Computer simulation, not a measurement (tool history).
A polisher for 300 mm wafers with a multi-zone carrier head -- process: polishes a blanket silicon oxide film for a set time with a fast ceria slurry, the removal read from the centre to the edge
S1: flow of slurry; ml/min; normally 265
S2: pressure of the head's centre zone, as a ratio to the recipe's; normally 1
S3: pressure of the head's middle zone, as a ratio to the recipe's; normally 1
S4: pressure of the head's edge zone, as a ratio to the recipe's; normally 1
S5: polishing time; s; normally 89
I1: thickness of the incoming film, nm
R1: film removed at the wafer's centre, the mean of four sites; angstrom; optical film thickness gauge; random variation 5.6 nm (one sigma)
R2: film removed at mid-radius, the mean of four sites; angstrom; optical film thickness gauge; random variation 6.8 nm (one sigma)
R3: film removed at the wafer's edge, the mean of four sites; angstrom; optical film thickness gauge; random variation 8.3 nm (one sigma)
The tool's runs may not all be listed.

run   hour   S1    S2    S3    S4   S5      I1     R1     R2     R3
  1      0  265     1  1.06     1   89  3779.5   7915   8999   8674
  2   31.8  265     1  0.91     1   89  3853.8   7900   7974   8836
  3   63.6  300     1     1     1   89  3813.4   7905   8547   8731
  4  106.9  265     1     1  1.07   89  3793.3   7740   8490   8965
     141.7  -- edge zone pressure recalibrated
  5  147.7  265     1     1  1.07   89  3835.6   7749   8326   8725
  6  210.7  310     1  1.08     1   89  3833.5   7614   8726   8470
     251.1  -- worn pad replaced by a new one
  7  268.1  265  0.96     1     1   89    3879   7621   8571   8692
  8  332.7  325  0.92     1     1   89  3832.6   7433   8662   8688
  9  372.4  265     1  0.93  1.06   89    3827   7786   8005   8816
 10  438.5  265     1     1     1   89  3778.8   7661   8300   8470
 11  497.5  320     1  0.91     1   89    3883   7627   7638   8430
     499.7  -- slurry nozzle cleaned
       503  -- worn pad replaced by a new one
 12  533.2  195     1  0.97     1   89  3841.2   7622   8159   8471
 13  559.4  360     1     1   0.9   89  3863.4   7983   8822   8389
     565.8  -- centre zone pressure recalibrated
     596.5  -- carrier head's membrane replaced by a new one
 14  613.2  200     1     1     1   89  3812.9   8152   8237   8399
 15  649.3  265     1     1     1   89  3788.2   8324   8488   8418
 16  723.2  265     1   1.1   1.1   89  3786.8   8100   8896   8841
     753.8  -- worn pad replaced by a new one
 17  762.9  265  0.88     1  1.07   73  3847.8   5980   6947   7371
 18  791.2  265  1.07     1     1   97    3899   9576   9344   9459
 19  837.1  335     1     1     1   97  3812.9   9059   9472   9535
 20  906.7  235     1     1     1   67  3896.4   5940   6206   6402
     936.6  -- slurry nozzle cleaned
 21  967.4  265     1     1     1  118  3860.1  10307  10901  11158

5 options for the next run, each taken on its own from the tool as it stands now. Forecast them:
  A  967.9  265     1     1     1   89  3867.6   ?   ?   ?
  B  967.9  265  0.94  0.93  0.88  118  3867.6   ?   ?   ?
  C  967.9  195     1  1.05     1   89  3867.6   ?   ?   ?
  D  967.9  265     1     1     1  111  3867.6   ?   ?   ?
  E  967.9  295     1     1     1   89  3867.6   ?   ?   ?

run    R1     R2     R3
  A  7772   8155   8398
  B  9673  10219  10497
  C  7488   8196   8182
  D  9693  10171  10474
  E  7859   8238   8464
Had the tool no hidden state, the same runs would have come out as:
run     R1     R2     R3
  A   8669   8533   8790
  B  10793  10692  10987
  C   8352   8575   8563
  D  10811  10642  10963
  E   8766   8620   8858

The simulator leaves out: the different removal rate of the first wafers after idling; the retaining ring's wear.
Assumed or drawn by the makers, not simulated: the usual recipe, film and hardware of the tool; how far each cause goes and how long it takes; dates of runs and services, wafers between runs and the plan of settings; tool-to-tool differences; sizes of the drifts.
